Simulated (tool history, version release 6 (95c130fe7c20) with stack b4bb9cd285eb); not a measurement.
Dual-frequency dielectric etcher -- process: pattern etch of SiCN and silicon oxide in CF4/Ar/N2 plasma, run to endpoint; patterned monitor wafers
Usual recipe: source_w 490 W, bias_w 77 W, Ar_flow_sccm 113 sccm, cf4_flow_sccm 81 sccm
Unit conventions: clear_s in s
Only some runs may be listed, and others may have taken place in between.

run	day	source_w	bias_w	Ar_flow_sccm	cf4_flow_sccm	wafers since the last listed run	hours since the last wet clean	hours since the last source power generator calibration	hours since the last bias power generator calibration	hours since the last Ar flow controller change	hours since the last CF4 flow controller change	hours since the last upper electrode change	incoming incoming film thickness, nm	clear_s
1	0.000	490	77	113	81	0	338.2	3629.1	203.0	202.5	2899.8	0.5	16.70	15.7
2	0.125	490	71	97	72	28	341.2	3632.1	206.0	205.5	2902.8	3.5	16.96	16.3
3	0.725	450	84	113	95	138	355.6	3646.5	220.4	219.9	2917.2	17.9	16.71	15.6
4	1.704	580	59	94	97	226	379.1	3670.0	243.9	243.4	2940.7	41.4	16.84	14.6
5	2.629	490	77	113	90	213	401.3	3692.2	266.1	265.6	2962.9	63.6	16.74	15.2
6	6.479	550	77	100	81	890	493.7	3784.6	358.5	358.0	3055.3	156.0	16.94	14.3
7	7.971	490	77	113	81	344	529.5	3820.4	394.3	393.8	3091.1	191.8	16.87	15.5
8	9.288	490	77	113	90	304	561.1	3852.0	425.9	425.4	3122.7	223.4	16.70	15.0
9	10.725	490	77	113	81	332	595.6	3886.5	460.4	459.9	3157.2	257.9	16.73	15.0
# day 12.150: source power generator calibrated
10	12.171	490	77	113	81	295	630.3	0.5	495.1	494.6	3191.9	292.6	16.96	15.2
11	13.088	490	77	113	81	211	652.3	22.5	517.1	516.6	3213.9	314.6	16.78	15.4
# day 14.200: wet clean of the chamber
12	14.221	490	77	100	81	30	0.5	49.7	544.3	543.8	3241.1	341.8	16.71	15.8
13	14.550	490	77	127	94	76	8.4	57.6	552.2	551.7	3249.0	349.7	16.83	15.8
# day 15.246: CF4 flow controller replaced
14	15.704	490	77	113	81	209	36.1	85.3	579.9	579.4	11.0	377.4	16.72	16.0
15	16.829	490	77	122	81	260	63.1	112.3	606.9	606.4	38.0	404.4	16.73	16.2
16	17.717	490	77	113	81	205	84.4	133.6	628.2	627.7	59.3	425.7	16.86	16.0
17	18.917	490	77	113	96	277	113.2	162.4	657.0	656.5	88.1	454.5	16.71	15.2
18	19.712	490	77	113	81	183	132.3	181.5	676.1	675.6	107.2	473.6	16.89	15.8
19	21.079	490	77	99	81	315	165.1	214.3	708.9	708.4	140.0	506.4	16.72	15.4
20	22.167	550	77	88	81	251	191.2	240.4	735.0	734.5	166.1	532.5	16.87	14.2
21	23.242	410	77	105	81	248	217.0	266.2	760.8	760.3	191.9	558.3	16.69	16.9
22	26.133	580	88	113	86	668	286.4	335.6	830.2	829.7	261.3	627.7	16.63	13.5
23	26.954	490	77	113	72	189	306.1	355.3	849.9	849.4	281.0	647.4	16.78	15.9
24	28.375	490	77	113	81	328	340.2	389.4	884.0	883.5	315.1	681.5	16.92	15.8
25	29.612	600	77	135	81	286	369.9	419.1	913.7	913.2	344.8	711.2	16.85	14.4

What if the next run were any one of these 3? Each begins from the tool's condition after run 25:
A	29.629	490	77	113	91	3	370.3	419.5	914.1	913.6	345.2	711.6	16.71	?
B	29.629	420	89	102	98	3	370.3	419.5	914.1	913.6	345.2	711.6	16.71	?
C	29.629	490	77	123	70	3	370.3	419.5	914.1	913.6	345.2	711.6	16.71	?

run	clear_s
A	15.2
B	15.2
C	16.2
What these runs would have given with no unlogged condition in the tool:
run	clear_s
A	15.8
B	15.9
C	16.9
